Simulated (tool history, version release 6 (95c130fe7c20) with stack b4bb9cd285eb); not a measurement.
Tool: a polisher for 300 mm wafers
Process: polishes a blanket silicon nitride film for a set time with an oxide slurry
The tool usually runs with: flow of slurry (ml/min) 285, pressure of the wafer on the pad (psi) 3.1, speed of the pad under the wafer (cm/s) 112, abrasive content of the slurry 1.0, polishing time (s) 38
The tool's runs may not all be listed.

run    hour  flow of slurry (ml/min)  pressure of the wafer on the pad (psi)  speed of the pad under the wafer (cm/s)  abrasive content of the slurry  polishing time (s)  wafers since the last listed run  wafers polished on this pad  hours since the slurry nozzle was cleaned  hours since the head pressure was calibrated  hours since the slurry blender was calibrated  hours since the conditioning disc was replaced  incoming thickness of the incoming film, nm  film removed (angstrom)
  1     0.0                      285                                     3.1                                      112                             1.0                  38                                 0                          626                                      225.8                                         116.3                                           39.7                                           359.8                                        262.6                      230
  2    47.7                      285                                     3.1                                      112                             1.0                  43                               413                         1039                                      273.5                                         164.0                                           87.4                                           407.5                                        258.1                      268
  3   112.6                      285                                     3.1                                      112                             1.0                  42                               562                         1602                                      338.4                                         228.9                                          152.3                                           472.4                                        258.9                      259
      120.6  -- conditioning disc replaced and pad reconditioned
  4   173.5                      285                                     2.0                                      112                             1.0                  38                               510                         2112                                      399.3                                         289.8                                          213.2                                            52.9                                        261.8                      180
  5   235.4                      285                                     4.0                                      140                             1.3                  38                               536                         2648                                      461.2                                         351.7                                          275.1                                           114.8                                        258.6                      332
  6   284.2                      285                                     3.1                                      126                             1.0                  38                               422                         3071                                      510.0                                         400.5                                          323.9                                           163.6                                        255.6                      246
  7   315.1                      285                                     3.1                                      112                             1.0                  38                               267                         3339                                      540.9                                         431.4                                          354.8                                           194.5                                        261.9                      223
  8   365.6                      285                                     3.1                                      146                             1.0                  38                               437                         3777                                      591.4                                         481.9                                          405.3                                           245.0                                        261.5                      265
  9   427.5                      215                                     2.8                                      142                             1.0                  30                               536                         4313                                      653.3                                         543.8                                          467.2                                           306.9                                        260.3                      186
      447.9  -- slurry nozzle cleaned
      469.6  -- slurry blender recalibrated
 10   477.8                      205                                     2.2                                       86                             1.0                  51                               409                         4723                                       29.9                                         594.1                                            8.2                                           357.2                                        258.5                      214
      499.6  -- worn pad replaced by a new one
 11   534.9                      285                                     3.1                                      112                             0.8                  47                               460                          306                                       87.0                                         651.2                                           65.3                                           414.3                                        263.7                      270
 12   568.7                      190                                     3.1                                      112                             1.0                  38                               292                          598                                      120.8                                         685.0                                           99.1                                           448.1                                        257.6                      220
 13   600.6                      285                                     3.1                                      112                             1.0                  38                               276                          875                                      152.7                                         716.9                                          131.0                                           480.0                                        261.0                      233
      614.0  -- conditioning disc replaced and pad reconditioned
 14   665.1                      285                                     3.1                                      112                             1.0                  38                               541                         1416                                      217.2                                         781.4                                          195.5                                            51.1                                        260.0                      225
 15   732.1                      360                                     3.1                                      112                             1.0                  38                               580                         1997                                      284.2                                         848.4                                          262.5                                           118.1                                        261.1                      238
 16   761.5                      285                                     3.1                                      112                             1.0                  38                               254                         2252                                      313.6                                         877.8                                          291.9                                           147.5                                        259.8                      228
 17   829.0                      285                                     3.4                                      112                             1.2                  38                               584                         2837                                      381.1                                         945.3                                          359.4                                           215.0                                        264.2                      253
 18   887.5                      185                                     3.1                                      112                             1.0                  38                               506                         3343                                      439.6                                        1003.8                                          417.9                                           273.5                                        259.5                      213
 19   931.4                      310                                     2.7                                      112                             1.0                  38                               380                         3724                                      483.5                                        1047.7                                          461.8                                           317.4                                        259.0                      204
      967.2  -- head pressure recalibrated
 20   974.9                      320                                     4.1                                      134                             1.0                  31                               359                         4083                                      527.0                                           7.7                                          505.3                                           360.9                                        260.6                      246
 21  1029.6                      285                                     3.1                                      112                             1.0                  38                               473                         4557                                      581.7                                          62.4                                          560.0                                           415.6                                        261.5                      211
 22  1060.0                      285                                     3.1                                      112                             1.0                  38                               263                         4821                                      612.1                                          92.8                                          590.4                                           446.0                                        258.5                      215
     1071.8  -- slurry blender recalibrated
     1123.6  -- worn pad replaced by a new one
     1143.4  -- conditioning disc replaced and pad reconditioned
 23  1240.9                      285                                     3.1                                      112                             1.0                  38                              1498                          998                                      793.0                                         273.7                                          169.1                                            97.5                                        260.5                      228

The next listed run, before its measurement:
     1295.3  -- slurry nozzle cleaned
 24  1455.0                      325                                     3.1                                      146                             1.0                  38                              1846                         2845                                      159.7                                         487.8                                          383.2                                           311.6                                        262.0                        ?

Run 24 came out at film removed (angstrom) 267.
Minus the tool's unlogged condition, the same run would have read film removed (angstrom) 278.
